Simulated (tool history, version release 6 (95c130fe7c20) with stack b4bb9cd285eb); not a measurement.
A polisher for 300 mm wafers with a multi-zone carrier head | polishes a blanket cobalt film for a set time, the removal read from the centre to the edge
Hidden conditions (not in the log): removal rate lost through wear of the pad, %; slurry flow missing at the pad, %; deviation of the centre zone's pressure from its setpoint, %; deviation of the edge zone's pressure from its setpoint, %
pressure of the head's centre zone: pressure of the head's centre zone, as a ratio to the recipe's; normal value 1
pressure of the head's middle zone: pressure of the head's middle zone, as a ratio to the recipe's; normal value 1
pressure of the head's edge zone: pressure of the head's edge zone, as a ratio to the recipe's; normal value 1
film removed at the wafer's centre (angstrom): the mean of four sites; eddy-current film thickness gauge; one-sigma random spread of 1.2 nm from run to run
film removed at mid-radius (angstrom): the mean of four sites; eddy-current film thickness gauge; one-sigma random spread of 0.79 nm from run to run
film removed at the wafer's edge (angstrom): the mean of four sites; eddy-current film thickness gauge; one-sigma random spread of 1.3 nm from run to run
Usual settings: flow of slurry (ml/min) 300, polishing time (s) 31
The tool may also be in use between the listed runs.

| run | hour | flow of slurry (ml/min) | pressure of the head's centre zone | pressure of the head's middle zone | pressure of the head's edge zone | polishing time (s) | wafers since the last listed run | wafers polished on this pad | hours since the slurry nozzle was cleaned | hours since the centre zone pressure was calibrated | hours since the edge zone pressure was calibrated | hours since the carrier head's membrane was replaced | incoming thickness of the incoming film, nm | film removed at the wafer's centre (angstrom) | film removed at mid-radius (angstrom) | film removed at the wafer's edge (angstrom) |
|---|---|---|---|---|---|---|---|---|---|---|---|---|---|---|---|---|
| 1 | 0 | 300 | 1 | 1 | 1 | 31 | 0 | 3517 | 49.4 | 1396.7 | 428.5 | 1671.8 | 994.9 | 1105 | 1108 | 1112 |
| 2 | 30.1 | 265 | 1 | 0.93 | 0.96 | 35 | 418 | 3935 | 79.5 | 1426.8 | 458.6 | 1701.9 | 970.5 | 1239 | 1156 | 1207 |
| 3 | 61.8 | 300 | 0.93 | 1 | 1 | 31 | 440 | 4376 | 111.2 | 1458.5 | 490.3 | 1733.6 | 987 | 1049 | 1097 | 1095 |
| 4 | 104.9 | 300 | 1.11 | 1 | 0.91 | 38 | 599 | 4976 | 154.3 | 1501.6 | 533.4 | 1776.7 | 983.4 | 1451 | 1363 | 1271 |
|  | 146.6 | worn pad replaced by a new one |
| 5 | 175.1 | 330 | 1 | 1 | 1 | 23 | 920 | 395 | 224.5 | 1571.8 | 603.6 | 1846.9 | 983.7 | 889 | 886 | 872 |
|  | 191.2 | edge zone pressure recalibrated |
|  | 200.8 | carrier head's membrane replaced by a new one |
| 6 | 221.6 | 300 | 1.05 | 1 | 0.94 | 31 | 549 | 945 | 271 | 1618.3 | 30.4 | 20.8 | 981.7 | 1210 | 1163 | 1090 |
| 7 | 246 | 360 | 1 | 0.9 | 1 | 31 | 339 | 1284 | 295.4 | 1642.7 | 54.8 | 45.2 | 989.5 | 1173 | 1050 | 1145 |
| 8 | 291.7 | 300 | 1 | 1 | 1 | 39 | 635 | 1920 | 341.1 | 1688.4 | 100.5 | 90.9 | 974.2 | 1427 | 1436 | 1416 |
|  | 298.3 | centre zone pressure recalibrated |
| 9 | 344.9 | 300 | 1.09 | 1 | 0.93 | 31 | 712 | 2632 | 394.3 | 46.6 | 153.7 | 144.1 | 990.1 | 1194 | 1109 | 1051 |
| 10 | 403.6 | 300 | 1 | 1 | 1.1 | 31 | 816 | 3449 | 453 | 105.3 | 212.4 | 202.8 | 983.6 | 1082 | 1113 | 1123 |
| 11 | 467.4 | 225 | 0.93 | 0.89 | 1 | 31 | 887 | 4336 | 516.8 | 169.1 | 276.2 | 266.6 | 982 | 1011 | 972 | 1068 |
| 12 | 504 | 300 | 1 | 1 | 1.06 | 31 | 509 | 4846 | 553.4 | 205.7 | 312.8 | 303.2 | 965.7 | 1098 | 1090 | 1131 |
|  | 547.8 | worn pad replaced by a new one |
| 13 | 561 | 400 | 1.08 | 1 | 0.91 | 36 | 737 | 184 | 610.4 | 262.7 | 369.8 | 360.2 | 984.6 | 1477 | 1418 | 1343 |
| 14 | 613.6 | 350 | 1 | 0.91 | 0.89 | 40 | 731 | 915 | 663 | 315.3 | 422.4 | 412.8 | 967 | 1490 | 1384 | 1422 |
|  | 635.8 | slurry nozzle cleaned |
| 15 | 675.5 | 360 | 1 | 1.11 | 1.05 | 41 | 847 | 1763 | 39.7 | 377.2 | 484.3 | 474.7 | 983.6 | 1512 | 1636 | 1507 |
| 16 | 705.8 | 250 | 1 | 1 | 1 | 31 | 421 | 2184 | 70 | 407.5 | 514.6 | 505 | 984.8 | 1089 | 1096 | 1074 |
| 17 | 763 | 380 | 1 | 0.9 | 1.11 | 21 | 795 | 2980 | 127.2 | 464.7 | 571.8 | 562.2 | 968.8 | 762 | 697 | 788 |
|  | 785.9 | edge zone pressure recalibrated |
| 18 | 939 | 300 | 1 | 1 | 1 | 31 | 2420 | 5400 | 303.2 | 640.7 | 153.1 | 738.2 | 983 | 1087 | 1082 | 1074 |
|  | 980.9 | worn pad replaced by a new one |
| 19 | 992 | 300 | 1 | 1 | 1 | 31 | 681 | 154 | 356.2 | 693.7 | 206.1 | 791.2 | 986.2 | 1200 | 1202 | 1185 |
| 20 | 1032.5 | 300 | 1 | 1 | 1 | 31 | 563 | 717 | 396.7 | 734.2 | 246.6 | 831.7 | 978.7 | 1157 | 1165 | 1170 |
| 21 | 1084.4 | 300 | 1 | 1 | 1 | 28 | 721 | 1439 | 448.6 | 786.1 | 298.5 | 883.6 | 977.4 | 1040 | 1034 | 1031 |
| 22 | 1128.7 | 215 | 1 | 1.03 | 1.11 | 41 | 616 | 2055 | 492.9 | 830.4 | 342.8 | 927.9 | 985.1 | 1437 | 1475 | 1508 |

4 options for the next run, each taken on its own from the tool as it stands now. Forecast them:
| A | 1129.1 | 300 | 0.97 | 1 | 1 | 31 | 5 | 2061 | 493.3 | 830.8 | 343.2 | 928.3 | 977.2 | ? | ? | ? |
| B | 1129.1 | 300 | 1 | 1 | 1 | 25 | 5 | 2061 | 493.3 | 830.8 | 343.2 | 928.3 | 977.2 | ? | ? | ? |
| C | 1129.1 | 300 | 1 | 1 | 1 | 35 | 5 | 2061 | 493.3 | 830.8 | 343.2 | 928.3 | 977.2 | ? | ? | ? |
| D | 1129.1 | 225 | 1 | 1 | 1 | 26 | 5 | 2061 | 493.3 | 830.8 | 343.2 | 928.3 | 977.2 | ? | ? | ? |

| run | film removed at the wafer's centre (angstrom) | film removed at mid-radius (angstrom) | film removed at the wafer's edge (angstrom) |
|---|---|---|---|
| A | 1113 | 1129 | 1137 |
| B | 920 | 911 | 917 |
| C | 1288 | 1275 | 1284 |
| D | 928 | 921 | 934 |
Take away the tool's hidden state, keep each run's random variation, and the runs would have read:
| run | film removed at the wafer's centre (angstrom) | film removed at mid-radius (angstrom) | film removed at the wafer's edge (angstrom) |
|---|---|---|---|
| A | 1206 | 1224 | 1232 |
| B | 997 | 987 | 993 |
| C | 1396 | 1381 | 1391 |
| D | 1006 | 998 | 1012 |

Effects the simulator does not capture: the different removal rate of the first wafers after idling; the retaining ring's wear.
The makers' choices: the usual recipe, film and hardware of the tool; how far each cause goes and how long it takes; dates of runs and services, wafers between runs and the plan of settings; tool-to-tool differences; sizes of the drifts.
